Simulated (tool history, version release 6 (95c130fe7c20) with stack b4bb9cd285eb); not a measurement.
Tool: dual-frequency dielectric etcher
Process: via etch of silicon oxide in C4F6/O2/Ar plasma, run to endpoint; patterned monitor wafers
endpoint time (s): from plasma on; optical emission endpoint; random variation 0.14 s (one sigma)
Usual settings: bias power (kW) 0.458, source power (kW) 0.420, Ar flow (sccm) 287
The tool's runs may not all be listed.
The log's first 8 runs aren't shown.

| run | day | bias power (kW) | source power (kW) | Ar flow (sccm) | wafers since the last listed run | hours since the last wet clean | hours since the last bias power generator calibration | hours since the last source power generator calibration | hours since the last Ar flow controller change | hours since the last upper electrode change | incoming incoming film thickness, nm | endpoint time (s) |
|---|---|---|---|---|---|---|---|---|---|---|---|---|
| 9 | 8.142 | 0.458 | 0.420 | 231 | 374 | 50.4 | 4422.8 | 1379.0 | 142.1 | 131.1 | 126.1 | 27.4 |
| 10 | 9.200 | 0.458 | 0.420 | 287 | 465 | 75.8 | 4448.2 | 1404.4 | 167.5 | 156.5 | 125.1 | 28.0 |
| 11 | 10.146 | 0.458 | 0.420 | 230 | 416 | 98.5 | 4470.9 | 1427.1 | 190.2 | 179.2 | 125.4 | 27.0 |
| 12 | 11.075 | 0.353 | 0.330 | 231 | 408 | 120.8 | 4493.2 | 1449.4 | 212.5 | 201.5 | 124.4 | 34.6 |
| 13 | 11.996 | 0.518 | 0.420 | 287 | 405 | 142.9 | 4515.3 | 1471.5 | 234.6 | 223.6 | 125.5 | 26.2 |
| 14 | 12.525 | 0.356 | 0.460 | 353 | 232 | 155.6 | 4528.0 | 1484.2 | 247.3 | 236.3 | 124.3 | 31.7 |
|  | 13.621 | source power generator calibrated |
| 15 | 13.638 | 0.537 | 0.370 | 317 | 416 | 182.3 | 4554.7 | 0.4 | 274.0 | 263.0 | 123.9 | 26.8 |
| 16 | 14.817 | 0.458 | 0.510 | 287 | 518 | 210.6 | 4583.0 | 28.7 | 302.3 | 291.3 | 125.7 | 25.7 |
|  | 15.258 | bias power generator calibrated |
| 17 | 15.575 | 0.371 | 0.420 | 224 | 260 | 228.8 | 7.6 | 46.9 | 320.5 | 309.5 | 125.1 | 30.3 |
| 18 | 16.758 | 0.393 | 0.420 | 287 | 520 | 257.2 | 36.0 | 75.3 | 348.9 | 337.9 | 126.3 | 30.3 |
| 19 | 17.971 | 0.360 | 0.500 | 313 | 533 | 286.3 | 65.1 | 104.4 | 378.0 | 367.0 | 125.6 | 29.9 |
| 20 | 18.646 | 0.418 | 0.460 | 312 | 297 | 302.5 | 81.3 | 120.6 | 394.2 | 383.2 | 125.6 | 28.3 |
| 21 | 19.792 | 0.371 | 0.420 | 224 | 504 | 330.0 | 108.8 | 148.1 | 421.7 | 410.7 | 125.2 | 30.0 |
| 22 | 20.383 | 0.377 | 0.420 | 287 | 260 | 344.2 | 123.0 | 162.3 | 435.9 | 424.9 | 124.0 | 30.3 |
| 23 | 21.671 | 0.507 | 0.390 | 269 | 566 | 375.1 | 153.9 | 193.2 | 466.8 | 455.8 | 124.8 | 26.0 |
| 24 | 22.883 | 0.458 | 0.420 | 339 | 533 | 404.2 | 183.0 | 222.3 | 495.9 | 484.9 | 124.9 | 27.9 |
| 25 | 23.508 | 0.458 | 0.420 | 287 | 275 | 419.2 | 198.0 | 237.3 | 510.9 | 499.9 | 125.5 | 27.5 |
| 26 | 24.238 | 0.458 | 0.460 | 216 | 320 | 436.7 | 215.5 | 254.8 | 528.4 | 517.4 | 124.7 | 24.9 |
| 27 | 25.458 | 0.429 | 0.500 | 258 | 537 | 466.0 | 244.8 | 284.1 | 557.7 | 546.7 | 124.2 | 25.6 |
| 28 | 26.804 | 0.458 | 0.340 | 287 | 592 | 498.3 | 277.1 | 316.4 | 590.0 | 579.0 | 125.7 | 29.4 |
| 29 | 27.458 | 0.511 | 0.350 | 287 | 287 | 514.0 | 292.8 | 332.1 | 605.7 | 594.7 | 125.0 | 27.4 |
|  | 28.700 | wet clean of the chamber |
| 30 | 28.721 | 0.398 | 0.420 | 287 | 115 | 0.5 | 323.1 | 362.4 | 636.0 | 625.0 | 125.9 | 30.9 |

3 ways to go on from here, each from the tool as it stands after run 30. What would each give?
| A | 28.738 | 0.458 | 0.420 | 287 | 7 | 0.9 | 323.5 | 362.8 | 636.4 | 625.4 | 123.9 | ? |
| B | 28.738 | 0.550 | 0.500 | 287 | 7 | 0.9 | 323.5 | 362.8 | 636.4 | 625.4 | 123.9 | ? |
| C | 28.738 | 0.515 | 0.340 | 350 | 7 | 0.9 | 323.5 | 362.8 | 636.4 | 625.4 | 123.9 | ? |

| run | endpoint time (s) |
|---|---|
| A | 28.2 |
| B | 23.8 |
| C | 29.5 |
Without the tool's hidden state the same runs would have given:
| run | endpoint time (s) |
|---|---|
| A | 28.2 |
| B | 23.8 |
| C | 29.5 |
